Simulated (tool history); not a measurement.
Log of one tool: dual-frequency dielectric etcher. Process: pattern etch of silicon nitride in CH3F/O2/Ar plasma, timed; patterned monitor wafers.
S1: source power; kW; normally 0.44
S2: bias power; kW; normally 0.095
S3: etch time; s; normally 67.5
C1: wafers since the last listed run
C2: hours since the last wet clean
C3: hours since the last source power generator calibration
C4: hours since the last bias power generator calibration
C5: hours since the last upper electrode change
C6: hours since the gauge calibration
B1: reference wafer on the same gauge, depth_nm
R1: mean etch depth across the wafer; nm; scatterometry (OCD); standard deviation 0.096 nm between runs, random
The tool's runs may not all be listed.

run	hour	S1	S2	S3	C1	C2	C3	C4	C5	C6	B1	R1
1	0	0.44	0.095	67.5	0	39.8	3960.4	2937.5	3153.4	524.8	73.7	62.1
# hour 33.8: gauge calibrated
2	65.1	0.44	0.095	67.5	583	104.9	4025.5	3002.6	3218.5	31.3	73.7	62.3
3	117.8	0.44	0.095	67.5	472	157.6	4078.2	3055.3	3271.2	84	73.7	62.1
4	155.9	0.47	0.095	67.5	341	195.7	4116.3	3093.4	3309.3	122.1	73.7	64.2
5	217.3	0.47	0.095	67.5	549	257.1	4177.7	3154.8	3370.7	183.5	73.7	64.3
# hour 267.9: upper electrode replaced
6	268.4	0.47	0.095	67.5	242	308.2	4228.8	3205.9	0.5	234.6	73.7	64.2
# hour 277.3: source power generator calibrated
7	293.3	0.44	0.103	67.5	187	333.1	16	3230.8	25.4	259.5	73.7	65.3
8	360.1	0.44	0.095	67.5	598	399.9	82.8	3297.6	92.2	326.3	73.7	63.9
9	426.6	0.34	0.095	85	595	466.4	149.3	3364.1	158.7	392.8	73.7	69.1
# hour 468.8: wet clean of the chamber
10	469.3	0.52	0.095	67.5	167	0.5	192	3406.8	201.4	435.5	73.7	69.9
11	518.5	0.44	0.095	67.5	440	49.7	241.2	3456	250.6	484.7	73.7	63.8
12	546.5	0.36	0.102	61	250	77.7	269.2	3484	278.6	512.7	73.7	52.6
# hour 568.3: gauge calibrated
13	608.3	0.41	0.095	52.5	553	139.5	331	3545.8	340.4	40	73.7	47.7
# hour 620.5: bias power generator calibrated
14	679.9	0.44	0.095	67.5	605	211.1	402.6	59.4	412	111.6	73.7	63.7
15	750.8	0.52	0.117	53	635	282	473.5	130.3	482.9	182.5	73.7	57.3
16	788.6	0.35	0.095	62	338	319.8	511.3	168.1	520.7	220.3	73.7	51.3
17	831.2	0.48	0.116	55	381	362.4	553.9	210.7	563.3	262.9	73.7	56.9

Alternative continuations, all from the tool just after run 17; predict every row:
A	831.6	0.44	0.095	61	3	362.8	554.3	211.1	563.7	263.3	?	?
B	831.6	0.44	0.077	53	3	362.8	554.3	211.1	563.7	263.3	?	?
C	831.6	0.38	0.117	55.5	3	362.8	554.3	211.1	563.7	263.3	?	?
D	831.6	0.37	0.076	51	3	362.8	554.3	211.1	563.7	263.3	?	?
E	831.6	0.41	0.106	54.5	3	362.8	554.3	211.1	563.7	263.3	?	?

run	B1	R1
A	73.7	57.3
B	73.7	47.4
C	73.7	50.7
D	73.7	41.3
E	73.7	50.6
Without the tool's hidden state the same runs would have given:
run	R1
A	57.9
B	47.9
C	51.2
D	41.8
E	51.1
